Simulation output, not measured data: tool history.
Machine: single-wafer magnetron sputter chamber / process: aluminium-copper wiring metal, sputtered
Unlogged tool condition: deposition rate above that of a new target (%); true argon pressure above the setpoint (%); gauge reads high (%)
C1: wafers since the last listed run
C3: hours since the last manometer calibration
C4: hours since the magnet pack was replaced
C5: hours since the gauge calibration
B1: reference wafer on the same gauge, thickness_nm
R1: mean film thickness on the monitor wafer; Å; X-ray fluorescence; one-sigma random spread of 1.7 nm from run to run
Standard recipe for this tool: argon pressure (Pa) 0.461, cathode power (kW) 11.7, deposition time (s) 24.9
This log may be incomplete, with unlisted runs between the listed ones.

run 1 hour=0 | argon_pressure_(Pa)=0.461 cathode_power_(kW)=11.7 deposition_time_(s)=24.9 | C1=0 wafers_on_the_sputter_target=1087 C3=1683.3 C4=6614.1 C5=26.5 | B1=514.892 | R1=5168.26
run 2 hour=6.9 | argon_pressure_(Pa)=0.461 cathode_power_(kW)=11.7 deposition_time_(s)=24.9 | C1=153 wafers_on_the_sputter_target=1241 C3=1690.2 C4=6621 C5=33.4 | B1=514.717 | R1=5185.26
run 3 hour=17.4 | argon_pressure_(Pa)=0.461 cathode_power_(kW)=11.7 deposition_time_(s)=24.9 | C1=233 wafers_on_the_sputter_target=1475 C3=1700.7 C4=6631.5 C5=43.9 | B1=515.126 | R1=5151.71
run 4 hour=27.4 | argon_pressure_(Pa)=0.461 cathode_power_(kW)=11.7 deposition_time_(s)=24.9 | C1=222 wafers_on_the_sputter_target=1698 C3=1710.7 C4=6641.5 C5=53.9 | B1=515.031 | R1=5160
run 5 hour=34.6 | argon_pressure_(Pa)=0.461 cathode_power_(kW)=11.7 deposition_time_(s)=24.9 | C1=160 wafers_on_the_sputter_target=1858 C3=1717.9 C4=6648.7 C5=61.1 | B1=515.299 | R1=5138.52
run 6 hour=46.2 | argon_pressure_(Pa)=0.461 cathode_power_(kW)=11.7 deposition_time_(s)=24.9 | C1=258 wafers_on_the_sputter_target=2116 C3=1729.5 C4=6660.3 C5=72.7 | B1=514.913 | R1=5135.2
run 7 hour=57 | argon_pressure_(Pa)=0.461 cathode_power_(kW)=11.7 deposition_time_(s)=24.9 | C1=240 wafers_on_the_sputter_target=2357 C3=1740.3 C4=6671.1 C5=83.5 | B1=514.923 | R1=5120.1
run 8 hour=68.7 | argon_pressure_(Pa)=0.461 cathode_power_(kW)=12.7 deposition_time_(s)=24.9 | C1=260 wafers_on_the_sputter_target=2618 C3=1752 C4=6682.8 C5=95.2 | B1=515.229 | R1=5515.86
run 9 hour=79.3 | argon_pressure_(Pa)=0.461 cathode_power_(kW)=12.7 deposition_time_(s)=24.9 | C1=236 wafers_on_the_sputter_target=2854 C3=1762.6 C4=6693.4 C5=105.8 | B1=515.017 | R1=5551.75
run 10 hour=86.8 | argon_pressure_(Pa)=0.461 cathode_power_(kW)=9.9 deposition_time_(s)=24.9 | C1=167 wafers_on_the_sputter_target=3021 C3=1770.1 C4=6700.9 C5=113.3 | B1=514.676 | R1=4318.13
run 11 hour=101.3 | argon_pressure_(Pa)=0.461 cathode_power_(kW)=11.7 deposition_time_(s)=24.9 | C1=322 wafers_on_the_sputter_target=3344 C3=1784.6 C4=6715.4 C5=127.8 | B1=514.982 | R1=5077.05
run 12 hour=116.9 | argon_pressure_(Pa)=0.461 cathode_power_(kW)=11.7 deposition_time_(s)=24.9 | C1=347 wafers_on_the_sputter_target=3691 C3=1800.2 C4=6731 C5=143.4 | B1=514.892 | R1=5049.17
-- hour=124.9 sputter target and shields replaced
run 13 hour=125.4 | argon_pressure_(Pa)=0.461 cathode_power_(kW)=12.45 deposition_time_(s)=24.9 | C1=11 wafers_on_the_sputter_target=10 C3=1808.7 C4=6739.5 C5=151.9 | B1=514.773 | R1=5564.35
-- hour=136.9 magnet pack replaced
run 14 hour=141.1 | argon_pressure_(Pa)=0.461 cathode_power_(kW)=12.45 deposition_time_(s)=24.9 | C1=171 wafers_on_the_sputter_target=182 C3=1824.4 C4=4.2 C5=167.6 | B1=514.847 | R1=5549.71
run 15 hour=147.2 | argon_pressure_(Pa)=0.461 cathode_power_(kW)=12.45 deposition_time_(s)=24.9 | C1=135 wafers_on_the_sputter_target=317 C3=1830.5 C4=10.3 C5=173.7 | B1=514.856 | R1=5532.59
run 16 hour=159.5 | argon_pressure_(Pa)=0.461 cathode_power_(kW)=11.7 deposition_time_(s)=24.9 | C1=273 wafers_on_the_sputter_target=591 C3=1842.8 C4=22.6 C5=186 | B1=514.715 | R1=5184.45
run 17 hour=188.2 | argon_pressure_(Pa)=0.543 cathode_power_(kW)=8.8 deposition_time_(s)=29.3 | C1=639 wafers_on_the_sputter_target=1231 C3=1871.5 C4=51.3 C5=214.7 | B1=515.187 | R1=4450.76
run 18 hour=204.3 | argon_pressure_(Pa)=0.461 cathode_power_(kW)=12.7 deposition_time_(s)=27.7 | C1=358 wafers_on_the_sputter_target=1589 C3=1887.6 C4=67.4 C5=230.8 | B1=514.734 | R1=6196.87
run 19 hour=210.7 | argon_pressure_(Pa)=0.461 cathode_power_(kW)=11.7 deposition_time_(s)=24.9 | C1=142 wafers_on_the_sputter_target=1732 C3=1894 C4=73.8 C5=237.2 | B1=515.312 | R1=5146.95
run 20 hour=217.5 | argon_pressure_(Pa)=0.278 cathode_power_(kW)=13.2 deposition_time_(s)=20.2 | C1=151 wafers_on_the_sputter_target=1883 C3=1900.8 C4=80.6 C5=244 | B1=514.696 | R1=4931.49
run 21 hour=230.9 | argon_pressure_(Pa)=0.461 cathode_power_(kW)=11.7 deposition_time_(s)=28.6 | C1=298 wafers_on_the_sputter_target=2182 C3=1914.2 C4=94 C5=257.4 | B1=515.457 | R1=5869.59
run 22 hour=242.6 | argon_pressure_(Pa)=0.545 cathode_power_(kW)=14.4 deposition_time_(s)=24.9 | C1=260 wafers_on_the_sputter_target=2442 C3=1925.9 C4=105.7 C5=269.1 | B1=514.954 | R1=6132.35
-- hour=255.5 gauge calibrated
run 23 hour=258.3 | argon_pressure_(Pa)=0.41 cathode_power_(kW)=13.15 deposition_time_(s)=24.9 | C1=349 wafers_on_the_sputter_target=2792 C3=1941.6 C4=121.4 C5=2.8 | B1=515.373 | R1=5753.66
run 24 hour=268.5 | argon_pressure_(Pa)=0.461 cathode_power_(kW)=11.7 deposition_time_(s)=24.9 | C1=227 wafers_on_the_sputter_target=3019 C3=1951.8 C4=131.6 C5=13 | B1=515.124 | R1=5098.33
run 25 hour=277.5 | argon_pressure_(Pa)=0.302 cathode_power_(kW)=14.05 deposition_time_(s)=24.9 | C1=200 wafers_on_the_sputter_target=3220 C3=1960.8 C4=140.6 C5=22 | B1=514.665 | R1=6317.89
-- hour=295.1 sputter target and shields replaced
run 26 hour=295.6 | argon_pressure_(Pa)=0.58 cathode_power_(kW)=11.7 deposition_time_(s)=20.7 | C1=224 wafers_on_the_sputter_target=10 C3=1978.9 C4=158.7 C5=40.1 | B1=514.957 | R1=4218.1
-- hour=328 capacitance manometer re-zeroed and calibrated
run 27 hour=328.5 | argon_pressure_(Pa)=0.461 cathode_power_(kW)=14.25 deposition_time_(s)=27 | C1=554 wafers_on_the_sputter_target=564 C3=0.5 C4=191.6 C5=73 | B1=515.267 | R1=6874.03
run 28 hour=339.9 | argon_pressure_(Pa)=0.6 cathode_power_(kW)=11.7 deposition_time_(s)=29.3 | C1=253 wafers_on_the_sputter_target=818 C3=11.9 C4=203 C5=84.4 | B1=515.419 | R1=5890
run 29 hour=361.3 | argon_pressure_(Pa)=0.562 cathode_power_(kW)=10.15 deposition_time_(s)=24.9 | C1=476 wafers_on_the_sputter_target=1295 C3=33.3 C4=224.4 C5=105.8 | B1=514.788 | R1=4329.26
run 30 hour=368 | argon_pressure_(Pa)=0.291 cathode_power_(kW)=11.7 deposition_time_(s)=20.2 | C1=149 wafers_on_the_sputter_target=1444 C3=40 C4=231.1 C5=112.5 | B1=514.897 | R1=4372.7
run 31 hour=377.5 | argon_pressure_(Pa)=0.461 cathode_power_(kW)=11.7 deposition_time_(s)=24.9 | C1=211 wafers_on_the_sputter_target=1656 C3=49.5 C4=240.6 C5=122 | B1=514.919 | R1=5098.54
run 32 hour=394 | argon_pressure_(Pa)=0.531 cathode_power_(kW)=9.5 deposition_time_(s)=27 | C1=367 wafers_on_the_sputter_target=2023 C3=66 C4=257.1 C5=138.5 | B1=514.716 | R1=4419.8
run 33 hour=403.4 | argon_pressure_(Pa)=0.291 cathode_power_(kW)=11.7 deposition_time_(s)=20.2 | C1=209 wafers_on_the_sputter_target=2233 C3=75.4 C4=266.5 C5=147.9 | B1=515.426 | R1=4337.16
run 34 hour=420 | argon_pressure_(Pa)=0.461 cathode_power_(kW)=14.1 deposition_time_(s)=22.7 | C1=369 wafers_on_the_sputter_target=2602 C3=92 C4=283.1 C5=164.5 | B1=514.673 | R1=5587.93
run 35 hour=426.6 | argon_pressure_(Pa)=0.461 cathode_power_(kW)=11.7 deposition_time_(s)=24.9 | C1=147 wafers_on_the_sputter_target=2749 C3=98.6 C4=289.7 C5=171.1 | B1=515.45 | R1=5078.28

Below are 4 alternative next runs, each starting from the tool's condition after run 35. Predict each:
run A hour=427 | argon_pressure_(Pa)=0.461 cathode_power_(kW)=11.7 deposition_time_(s)=24.9 | C1=8 wafers_on_the_sputter_target=2758 C3=99 C4=290.1 C5=171.5 | B1=? | R1=?
run B hour=427 | argon_pressure_(Pa)=0.461 cathode_power_(kW)=13.75 deposition_time_(s)=24.9 | C1=8 wafers_on_the_sputter_target=2758 C3=99 C4=290.1 C5=171.5 | B1=? | R1=?
run C hour=427 | argon_pressure_(Pa)=0.347 cathode_power_(kW)=13.2 deposition_time_(s)=26.8 | C1=8 wafers_on_the_sputter_target=2758 C3=99 C4=290.1 C5=171.5 | B1=? | R1=?
run D hour=427 | argon_pressure_(Pa)=0.32 cathode_power_(kW)=11.7 deposition_time_(s)=20.5 | C1=8 wafers_on_the_sputter_target=2758 C3=99 C4=290.1 C5=171.5 | B1=? | R1=?

run=A B1=515.432 R1=5081.5
run=B B1=515.432 R1=5971.85
run=C B1=515.432 R1=6357.75
run=D B1=515.432 R1=4341.43
What these runs would have given with no unlogged condition in the tool:
run=A R1=5247.25
run=B R1=6166.64
run=C R1=6565.13
run=D R1=4483.04
